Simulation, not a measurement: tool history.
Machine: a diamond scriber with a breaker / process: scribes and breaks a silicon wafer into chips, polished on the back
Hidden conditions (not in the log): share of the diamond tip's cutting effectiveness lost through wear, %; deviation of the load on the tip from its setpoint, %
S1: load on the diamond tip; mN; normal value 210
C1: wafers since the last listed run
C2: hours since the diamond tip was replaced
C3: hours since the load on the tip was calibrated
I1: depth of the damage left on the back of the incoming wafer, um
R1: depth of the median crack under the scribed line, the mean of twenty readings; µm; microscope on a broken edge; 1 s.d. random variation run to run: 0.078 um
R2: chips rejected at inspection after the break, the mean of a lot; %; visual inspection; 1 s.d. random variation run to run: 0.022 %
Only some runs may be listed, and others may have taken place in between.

run   hour   S1  C1     C2     C3    I1     R1     R2
  1      0  210   0  263.4  190.9  0.03   8.74   0.55
  2   12.9  210  26  276.3  203.8  0.02   8.78   0.61
  3   28.6  210  32    292  219.5  0.04   8.64    0.6
  4   37.9  210  19  301.3  228.8  0.02   8.66   0.59
  5   46.4  210  17  309.8  237.3  0.03   8.68    0.6
  6     60  241  27  323.4  250.9  0.01   9.85   2.21
  7   74.2  241  29  337.6  265.1  0.02   9.62   2.21
  8   85.1  241  22  348.5    276  0.04   9.83   2.19
  9     99  210  28  362.4  289.9  0.02   8.81   0.56
 10  110.6  210  23    374  301.5  0.04   8.76   0.56
 11  125.6  210  30    389  316.5  0.04   8.73   0.58
 12  140.6  248  30    404  331.5  0.03   9.78   2.84
 13  154.7  210  28  418.1  345.6  0.04   8.82   0.57
 14  170.5  210  32  433.9  361.4  0.04   8.69   0.59
 15  185.8  169  31  449.2  376.7  0.02   7.46   3.77
 16  210.4  169  50  473.8  401.3  0.04   7.43   3.71
 17  218.7  176  16  482.1  409.6  0.05   7.71   2.62
 18    229  194  21  492.4  419.9  0.04   8.31    0.9
 19  240.1  244  22  503.5    431  0.02    9.9   2.71
     254.2  -- diamond tip replaced by a new one
 20  255.1  244  26    0.9    446  0.05  10.61   6.69
 21  270.5  210  31   16.3  461.4  0.03   9.34   1.47
 22  282.4  226  24   28.2  473.3  0.04   9.98   3.01
 23  293.4  238  22   39.2  484.3  0.03  10.29   4.79
 24  304.7  157  23   50.5  495.6  0.05   7.53   3.92
 25  318.6  245  28   64.4  509.5  0.02  10.38   5.03
 26  327.1  251  17   72.9    518  0.01  10.75   5.87
 27    342  254  30   87.8  532.9  0.03  10.74   5.96
 28  351.4  210  19   97.2  542.3  0.01   9.28      1
 29  367.9  259  33  113.7  558.8  0.03  10.71   6.56
 30  384.4  270  33  130.2  575.3  0.02  11.05   8.15
 31  390.7  210  12  136.5  581.6  0.04   9.12   1.01
     397.4  -- load on the tip recalibrated
 32  404.4  258  23  150.2      7  0.02   9.37   1.48
 33  417.7  169  27  163.5   20.3  0.03   6.91   8.25
 34  432.4  156  30  178.2     35  0.02   6.52  11.16
 35  444.9  210  25  190.7   47.5  0.05   8.22   1.07
 36  454.3  250  19  200.1   56.9  0.03   9.25   1.36
 37  460.8  241  13  206.6   63.4  0.05   9.27   0.92
 38  473.9  179  26  219.7   76.5  0.03   7.35    4.9
 39    486  172  24  231.8   88.6  0.02   7.05    6.1
 40    498  210  24  243.8  100.6  0.04    8.2   0.88

Describe how what the log doesn't record of the tool's condition differs between the last listed run preceding each entry between runs and the first listed run following it.
Runs 19 to 20: diamond tip replaced by a new one (hour 254.2)
  share of the diamond tip's cutting effectiveness lost through wear, %: 11.8 -> 1.47; deviation of the load on the tip from its setpoint, %: 14.2 -> 14.3
  the result without the hidden state subtracted from the measured one, R1: +0.15 -> +0.91 µm; R2: +0.49 -> +4.16 %
Runs 31 to 32: load on the tip recalibrated (hour 397.4)
  share of the diamond tip's cutting effectiveness lost through wear, %: 7.91 -> 8.31; deviation of the load on the tip from its setpoint, %: 15.3 -> -1.89
  the result without the hidden state subtracted from the measured one, R1: +0.45 -> -0.7 µm; R2: +0.39 -> -2.31 %
